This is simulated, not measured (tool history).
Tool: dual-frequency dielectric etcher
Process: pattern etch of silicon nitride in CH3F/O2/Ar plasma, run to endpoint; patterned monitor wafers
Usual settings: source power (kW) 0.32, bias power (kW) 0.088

run,hour,source power (kW),bias power (kW),wafers since the last listed run,hours since the last wet clean,hours since the last source power generator calibration,hours since the last bias power generator calibration,hours since the last upper electrode change,"incoming incoming film thickness, nm",endpoint time (s)
1,0,0.32,0.088,0,465.1,2916.8,4896.9,3153.2,29.37,37.5
2,58.7,0.32,0.088,514,523.8,2975.5,4955.6,3211.9,29.26,36.7
3,86.9,0.32,0.088,247,552,3003.7,4983.8,3240.1,29,37.2
# hour 122.9: wet clean of the chamber
4,152.8,0.27,0.088,367,29.9,3069.6,5049.7,3306,29.28,41.6
5,209,0.32,0.088,492,86.1,3125.8,5105.9,3362.2,29.21,39.5
6,265.8,0.32,0.088,498,142.9,3182.6,5162.7,3419,29.32,39.8
7,300.9,0.32,0.088,307,178,3217.7,5197.8,3454.1,29.31,38.8
8,341.7,0.32,0.088,357,218.8,3258.5,5238.6,3494.9,29.02,39.1
# hour 399: bias power generator calibrated
# hour 411.4: upper electrode replaced, of another model than before
9,412.8,0.32,0.088,480,289.9,3329.6,13.8,1.4,29.5,39.2
10,473.2,0.32,0.088,529,350.3,3390,74.2,61.8,28.93,37.6
# hour 496.1: source power generator calibrated
11,505.1,0.35,0.101,244,382.2,9,106.1,93.7,29.28,34.7
12,543.1,0.25,0.088,333,420.2,47,144.1,131.7,29.09,39.6
13,568.8,0.32,0.096,225,445.9,72.7,169.8,157.4,29.53,36.6
14,636.9,0.38,0.088,597,514,140.8,237.9,225.5,29.22,36.4
# hour 676.9: wet clean of the chamber
15,677.4,0.25,0.101,144,0.5,181.3,278.4,266,29.07,37.9
16,706.3,0.32,0.088,253,29.4,210.2,307.3,294.9,29.04,38.6
17,758.2,0.28,0.073,455,81.3,262.1,359.2,346.8,29.24,45.1
18,800.1,0.25,0.08,367,123.2,304,401.1,388.7,29.5,43.4
19,861.8,0.39,0.1,541,184.9,365.7,462.8,450.4,29.24,34.3
20,907.9,0.27,0.082,404,231,411.8,508.9,496.5,29.45,41.8
21,945.3,0.32,0.088,328,268.4,449.2,546.3,533.9,29.29,37.9

The tool's hidden state at each run:
source power that arrives over what is set, %: 0 in every run
bias power that arrives over what is set, %: 0 in every run
H1: etch rate over this chamber's usual, %
run,H1
1,5.26
2,5.83
3,6.1
4,-0.404
5,0.136
6,0.682
7,1.02
8,1.41
9,2.09
10,2.67
11,2.98
12,3.35
13,3.59
14,4.25
15,0.119
16,0.396
17,0.895
18,1.3
19,1.89
20,2.33
21,2.69
